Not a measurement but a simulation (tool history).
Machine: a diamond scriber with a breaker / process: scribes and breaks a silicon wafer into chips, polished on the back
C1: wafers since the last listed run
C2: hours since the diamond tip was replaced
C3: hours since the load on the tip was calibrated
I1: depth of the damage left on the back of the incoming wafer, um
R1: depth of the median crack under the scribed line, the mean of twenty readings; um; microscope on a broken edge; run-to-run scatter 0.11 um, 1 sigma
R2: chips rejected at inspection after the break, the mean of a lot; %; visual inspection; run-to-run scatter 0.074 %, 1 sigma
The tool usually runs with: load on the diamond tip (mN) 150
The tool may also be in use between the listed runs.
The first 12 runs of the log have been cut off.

-- day=37.038 diamond tip replaced by a new one
run 13 day=39.767 | load_on_the_diamond_tip_(mN)=172 | C1=300 C2=65.5 C3=560.2 | I1=0.03 | R1=12.45 R2=1.17
run 14 day=41.308 | load_on_the_diamond_tip_(mN)=150 | C1=55 C2=102.5 C3=597.2 | I1=0.02 | R1=11.32 R2=1.91
run 15 day=43.108 | load_on_the_diamond_tip_(mN)=150 | C1=64 C2=145.7 C3=640.4 | I1=0.02 | R1=11.16 R2=2.16
run 16 day=44.854 | load_on_the_diamond_tip_(mN)=150 | C1=62 C2=187.6 C3=682.3 | I1=0.04 | R1=10.87 R2=2.27
-- day=45.004 load on the tip recalibrated
run 17 day=47.708 | load_on_the_diamond_tip_(mN)=150 | C1=98 C2=256.1 C3=64.9 | I1=0.04 | R1=11.20 R2=1.66
run 18 day=52.200 | load_on_the_diamond_tip_(mN)=139 | C1=160 C2=363.9 C3=172.7 | I1=0.04 | R1=10.82 R2=2.85
run 19 day=54.142 | load_on_the_diamond_tip_(mN)=175 | C1=69 C2=410.5 C3=219.3 | I1=0.05 | R1=12.30 R2=0.99
run 20 day=57.767 | load_on_the_diamond_tip_(mN)=174 | C1=129 C2=497.5 C3=306.3 | I1=0.03 | R1=12.20 R2=1.12
run 21 day=62.258 | load_on_the_diamond_tip_(mN)=189 | C1=160 C2=605.3 C3=414.1 | I1=0.01 | R1=12.61 R2=1.08
run 22 day=64.617 | load_on_the_diamond_tip_(mN)=150 | C1=84 C2=661.9 C3=470.7 | I1=0.04 | R1=10.67 R2=2.90

Predict the results of run 23:
run 23 day=67.754 | load_on_the_diamond_tip_(mN)=119 | C1=112 C2=737.2 C3=546.0 | I1=0.03 | R1=? R2=?

R1: 9.08 um
R2: 9.91 %
Without the tool's hidden state the same run would have given R1 10.60 um, R2 3.16 %.
